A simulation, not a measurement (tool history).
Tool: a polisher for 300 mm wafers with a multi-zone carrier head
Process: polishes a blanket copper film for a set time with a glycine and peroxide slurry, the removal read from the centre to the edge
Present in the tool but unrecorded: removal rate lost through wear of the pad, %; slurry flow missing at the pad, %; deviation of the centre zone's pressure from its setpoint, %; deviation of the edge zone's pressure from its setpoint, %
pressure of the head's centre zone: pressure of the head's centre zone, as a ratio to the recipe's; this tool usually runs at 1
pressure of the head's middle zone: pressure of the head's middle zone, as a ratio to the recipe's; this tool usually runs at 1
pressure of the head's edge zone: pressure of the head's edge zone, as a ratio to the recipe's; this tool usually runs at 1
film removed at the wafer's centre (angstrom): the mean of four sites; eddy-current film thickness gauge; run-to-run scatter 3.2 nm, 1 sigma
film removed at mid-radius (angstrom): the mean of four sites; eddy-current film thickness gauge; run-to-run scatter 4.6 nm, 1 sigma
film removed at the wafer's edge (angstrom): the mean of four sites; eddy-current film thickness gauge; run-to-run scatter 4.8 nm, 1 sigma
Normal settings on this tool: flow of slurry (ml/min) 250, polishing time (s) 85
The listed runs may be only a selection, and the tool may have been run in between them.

run    hour  flow of slurry (ml/min)  pressure of the head's centre zone  pressure of the head's middle zone  pressure of the head's edge zone  polishing time (s)  wafers since the last listed run  wafers polished on this pad  hours since the slurry nozzle was cleaned  hours since the centre zone pressure was calibrated  hours since the edge zone pressure was calibrated  hours since the carrier head's membrane was replaced  incoming thickness of the incoming film, nm  film removed at the wafer's centre (angstrom)  film removed at mid-radius (angstrom)  film removed at the wafer's edge (angstrom)
  1       0                      250                                   1                                   1                                 1                 108                                 0                          671                                      385.2                                                868.7                                              157.6                                                   624                                       2213.9                                           5500                                   5582                                         5498
  2    69.1                      250                                   1                                   1                                 1                 108                               516                         1187                                      454.3                                                937.8                                              226.7                                                 693.1                                       2201.6                                           5566                                   5528                                         5643
  3   115.7                      250                                   1                                   1                                 1                  93                               348                         1535                                      500.9                                                984.4                                              273.3                                                 739.7                                       2208.3                                           4779                                   4736                                         4757
  4   144.7                      250                                   1                                   1                                 1                  85                               216                         1752                                      529.9                                               1013.4                                              302.3                                                 768.7                                       2226.3                                           4360                                   4302                                         4359
  5   207.4                      250                                   1                                   1                                 1                  85                               468                         2220                                      592.6                                               1076.1                                                365                                                 831.4                                       2221.3                                           4350                                   4360                                         4446
      238.1  -- worn pad replaced by a new one
  6   255.5                      250                                   1                                   1                                 1                  85                               329                          130                                      640.7                                               1124.2                                              413.1                                                 879.5                                       2238.8                                           4312                                   4374                                         4385
  7   305.8                      250                                   1                                   1                              0.96                  85                               375                          506                                        691                                               1174.5                                              463.4                                                 929.8                                       2186.8                                           4286                                   4283                                         4343
      316.3  -- slurry nozzle cleaned
      322.6  -- edge zone pressure recalibrated
  8   351.7                      250                                   1                                   1                              0.96                  85                               320                          826                                       35.4                                               1220.4                                               29.1                                                 975.7                                       2186.6                                           4322                                   4334                                         4218
  9     397                      250                                   1                                   1                              0.96                  85                               338                         1165                                       80.7                                               1265.7                                               74.4                                                  1021                                       2207.1                                           4330                                   4285                                         4224
      432.5  -- centre zone pressure recalibrated
 10   464.5                      250                                   1                                0.94                                 1                  85                               489                         1654                                      148.2                                                   32                                              141.9                                                1088.5                                       2217.1                                           4364                                   4169                                         4439
 11   504.4                      195                                   1                                   1                              1.06                  60                               298                         1952                                      188.1                                                 71.9                                              181.8                                                1128.4                                       2228.9                                           2960                                   2988                                         3100
      535.5  -- worn pad replaced by a new one
 12   558.3                      250                                0.93                                1.04                                 1                  85                               372                          170                                        242                                                125.8                                              235.7                                                1182.3                                       2206.2                                           4049                                   4401                                         4377
 13   612.7                      310                                   1                                   1                              1.04                 113                               406                          576                                      296.4                                                180.2                                              290.1                                                1236.7                                       2197.8                                           5934                                   5966                                         6103
 14   683.5                      300                                1.05                                   1                                 1                  85                               528                         1105                                      367.2                                                  251                                              360.9                                                1307.5                                       2181.8                                           4645                                   4374                                         4511
 15   720.1                      170                                0.92                                   1                                 1                  97                               273                         1379                                      403.8                                                287.6                                              397.5                                                1344.1                                       2240.5                                           4214                                   4647                                         4763
      758.8  -- edge zone pressure recalibrated
 16   790.7                      250                                0.96                                   1                                 1                  85                               512                         1891                                      474.4                                                358.2                                               31.9                                                1414.7                                       2192.9                                           4124                                   4419                                         4379
 17   859.2                      250                                   1                                   1                                 1                  85                               511                         2403                                      542.9                                                426.7                                              100.4                                                1483.2                                       2201.6                                           4371                                   4395                                         4396
      870.3  -- worn pad replaced by a new one
      902.8  -- slurry nozzle cleaned
 18   922.1                      185                                0.88                                 1.1                                 1                  67                               432                          379                                       19.3                                                489.6                                              163.3                                                1546.1                                       2248.1                                           2879                                   3508                                         3285
      941.3  -- carrier head's membrane replaced by a new one
 19  1121.8                      250                                 0.9                                   1                                 1                  85                              1454                         1833                                        219                                                689.3                                                363                                                 180.5                                       2239.7                                           3915                                   4320                                         4277
     1154.3  -- worn pad replaced by a new one
 20  1177.1                      290                                   1                                   1                              1.08                 109                               383                          170                                      274.3                                                744.6                                              418.3                                                 235.8                                       2227.1                                           5617                                   5619                                         5967
     1195.5  -- edge zone pressure recalibrated
 21  1231.6                      170                                0.92                                   1                                 1                  97                               392                          562                                      328.8                                                799.1                                               36.1                                                 290.3                                       2234.3                                           4275                                   4680                                         4788
 22  1296.5                      305                                0.92                                   1                                 1                  85                               484                         1047                                      393.7                                                  864                                                101                                                 355.2                                       2245.5                                           4079                                   4525                                         4507

What if the next run were any one of these 4? Each begins from the tool's condition after run 22:
  A  1297                      250                                   1                                   1                                 1                  85                                 3                         1051                                      394.2                                                864.5                                              101.5                                                 355.7                                       2227.3                                              ?                                      ?                                            ?
  B  1297                      250                                0.89                                   1                              0.89                 113                                 3                         1051                                      394.2                                                864.5                                              101.5                                                 355.7                                       2227.3                                              ?                                      ?                                            ?
  C  1297                      250                                   1                                   1                              0.93                  85                                 3                         1051                                      394.2                                                864.5                                              101.5                                                 355.7                                       2227.3                                              ?                                      ?                                            ?
  D  1297                      250                                0.94                                   1                                 1                  85                                 3                         1051                                      394.2                                                864.5                                              101.5                                                 355.7                                       2227.3                                              ?                                      ?                                            ?

run  film removed at the wafer's centre (angstrom)  film removed at mid-radius (angstrom)  film removed at the wafer's edge (angstrom)
  A                                           4340                                   4261                                         4428
  B                                           5130                                   5669                                         5573
  C                                           4340                                   4262                                         4278
  D                                           4078                                   4263                                         4428
Without the tool's hidden state the same runs would have given:
run  film removed at the wafer's centre (angstrom)  film removed at mid-radius (angstrom)  film removed at the wafer's edge (angstrom)
  A                                           4340                                   4261                                         4428
  B                                           5130                                   5669                                         5573
  C                                           4340                                   4262                                         4278
  D                                           4078                                   4263                                         4428
